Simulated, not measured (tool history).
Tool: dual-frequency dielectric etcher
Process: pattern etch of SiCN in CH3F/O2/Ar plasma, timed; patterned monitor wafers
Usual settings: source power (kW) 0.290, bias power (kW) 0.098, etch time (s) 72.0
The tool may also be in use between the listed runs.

run   hour  source power (kW)  bias power (kW)  etch time (s)  read-back reference wafer on the same gauge, depth_nm  mean etch depth across the wafer (Å)
  1    0.0              0.290            0.106           72.0                                                  24.98                                 291.9
  2   14.3              0.290            0.098           72.0                                                  24.97                                 280.2
  3   50.0              0.290            0.098           72.0                                                  25.00                                 280.1
  4   77.1              0.290            0.098           72.0                                                  25.00                                 281.3
  5  102.2              0.330            0.098           72.0                                                  25.01                                 297.2
  6  118.5              0.330            0.098           72.0                                                  24.98                                 297.6
  7  211.3              0.330            0.098           72.0                                                  25.00                                 299.4
  8  235.1              0.290            0.098           72.0                                                  24.99                                 282.3
  9  264.0              0.290            0.098           72.0                                                  25.00                                 282.3
 10  284.4              0.290            0.098           72.0                                                  25.02                                 283.8
     369.5  -- gauge calibrated
 11  373.4              0.290            0.098           72.0                                                  24.99                                 284.2
     390.7  -- bias power generator calibrated
 12  391.2              0.290            0.098           72.0                                                  25.00                                 285.0
     452.3  -- wet clean of the chamber
 13  452.8              0.290            0.098           72.0                                                  25.00                                 277.9
 14  473.4              0.290            0.098           72.0                                                  25.00                                 276.5
 15  499.1              0.240            0.075           72.0                                                  25.00                                 222.3
 16  517.4              0.330            0.086           72.0                                                  25.00                                 275.4
 17  547.4              0.350            0.121           65.5                                                  25.00                                 305.1
     570.7  -- source power generator calibrated
 18  580.4              0.290            0.080           72.0                                                  25.00                                 251.1
 19  613.9              0.260            0.083           72.0                                                  24.98                                 243.6
 20  631.3              0.250            0.084           56.5                                                  24.98                                 189.1
     669.3  -- upper electrode replaced
 21  669.8              0.270            0.104           52.0                                                  25.00                                 201.6
 22  674.5              0.290            0.082           72.0                                                  25.02                                 254.7
 23  693.2              0.330            0.098           52.5                                                  25.00                                 216.0
 24  729.5              0.250            0.104           72.0                                                  24.99                                 270.2
 25  762.9              0.290            0.078           72.0                                                  25.01                                 250.1
 26  791.8              0.230            0.117           61.5                                                  24.97                                 237.4
 27  804.9              0.290            0.098           72.0                                                  25.00                                 282.3
 28  836.9              0.290            0.098           72.0                                                  25.00                                 282.2
 29  862.6              0.290            0.098           72.0                                                  25.00                                 282.2
 30  881.6              0.230            0.080           58.0                                                  25.01                                 183.9
 31  897.5              0.290            0.098           72.0                                                  25.00                                 284.2

3 ways to go on from here, each from the tool as it stands after run 31. What would each give?
  A  897.9              0.290            0.098           72.0                                                      ?                                     ?
  B  897.9              0.290            0.090           87.5                                                      ?                                     ?
  C  897.9              0.290            0.098           92.5                                                      ?                                     ?

run  read-back reference wafer on the same gauge, depth_nm  mean etch depth across the wafer (Å)
  A                                                  25.00                                 282.6
  B                                                  25.00                                 328.8
  C                                                  25.00                                 363.0
Without the tool's hidden state the same runs would have given:
run  mean etch depth across the wafer (Å)
  A                                 277.1
  B                                 322.4
  C                                 356.0
